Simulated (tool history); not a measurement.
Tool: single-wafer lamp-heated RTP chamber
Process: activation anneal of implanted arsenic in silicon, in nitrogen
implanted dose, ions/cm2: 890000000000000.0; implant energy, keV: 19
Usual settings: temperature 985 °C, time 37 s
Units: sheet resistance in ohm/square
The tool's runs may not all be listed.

run     day  temperature  time  wafers since the last listed run  wafers since the last pyrometer calibration  wafers since the reflector plate was cleaned  hours since the gauge calibration  read-back reference wafer on the same gauge, sheet resistance  sheet resistance
  1   0.000          985    48                                 0                                         2309                                          2518                              303.1                                                         151.07            143.58
      2.058  -- pyrometer window cleaned and pyrometer calibrated
  2   2.079          985    37                               802                                            9                                          3320                              353.0                                                         151.02            146.94
  3   3.383          985    37                               599                                          608                                          3920                              384.3                                                         151.04            146.63
  4   6.338          985    37                              1357                                         1966                                          5278                              455.2                                                         150.93            145.82
  5   8.688          985    37                              1080                                         3046                                          6358                              511.6                                                         150.97            144.75
     10.117  -- pyrometer window cleaned and pyrometer calibrated
  6  11.479          985    37                              1130                                          626                                          7488                              578.6                                                         150.90            144.85
     12.354  -- reflector plate cleaned
  7  14.288          985    37                              1137                                         1763                                           887                              646.0                                                         150.93            147.70
  8  15.367          985    37                               496                                         2259                                          1383                              671.9                                                         150.98            147.65
  9  16.383          985    46                               467                                         2727                                          1851                              696.3                                                         150.98            144.60
     18.675  -- pyrometer window cleaned and pyrometer calibrated
 10  23.404         1006    19                              3074                                         2174                                          4925                              864.8                                                         151.01            146.80
 11  24.583          970    55                               542                                         2716                                          5467                              893.1                                                         151.04            145.97
     25.379  -- gauge calibrated
     26.329  -- pyrometer window cleaned and pyrometer calibrated
 12  27.408          985    37                              1145                                          495                                          6612                               48.7                                                         150.98            145.51
     30.408  -- reflector plate cleaned
 13  30.429          985    37                              1235                                         1730                                             8                              121.2                                                         151.00            147.78
 14  32.479         1011    22                               942                                         2672                                           951                              170.4                                                         151.04            144.81
     33.392  -- pyrometer window cleaned and pyrometer calibrated
 15  34.688          985    43                               861                                          595                                          1813                              223.4                                                         150.97            145.40
 16  36.067         1014    17                               633                                         1229                                          2446                              256.5                                                         150.94            147.02
 17  38.142          996    24                               953                                         2183                                          3400                              306.3                                                         151.00            147.87

Forecast each of these 4 alternatives for the next run:
  A  38.158          985    31                                 7                                         2191                                          3408                              306.7                                                              ?                 ?
  B  38.158          974    25                                 7                                         2191                                          3408                              306.7                                                              ?                 ?
  C  38.158          994    29                                 7                                         2191                                          3408                              306.7                                                              ?                 ?
  D  38.158          985    58                                 7                                         2191                                          3408                              306.7                                                              ?                 ?

run  read-back reference wafer on the same gauge, sheet resistance  sheet resistance
  A                                                         151.12            148.53
  B                                                         151.12            155.02
  C                                                         151.12            146.27
  D                                                         151.12            140.66
Without the tool's hidden state the same runs would have given:
run  sheet resistance
  A            151.10
  B            157.66
  C            148.71
  D            143.11
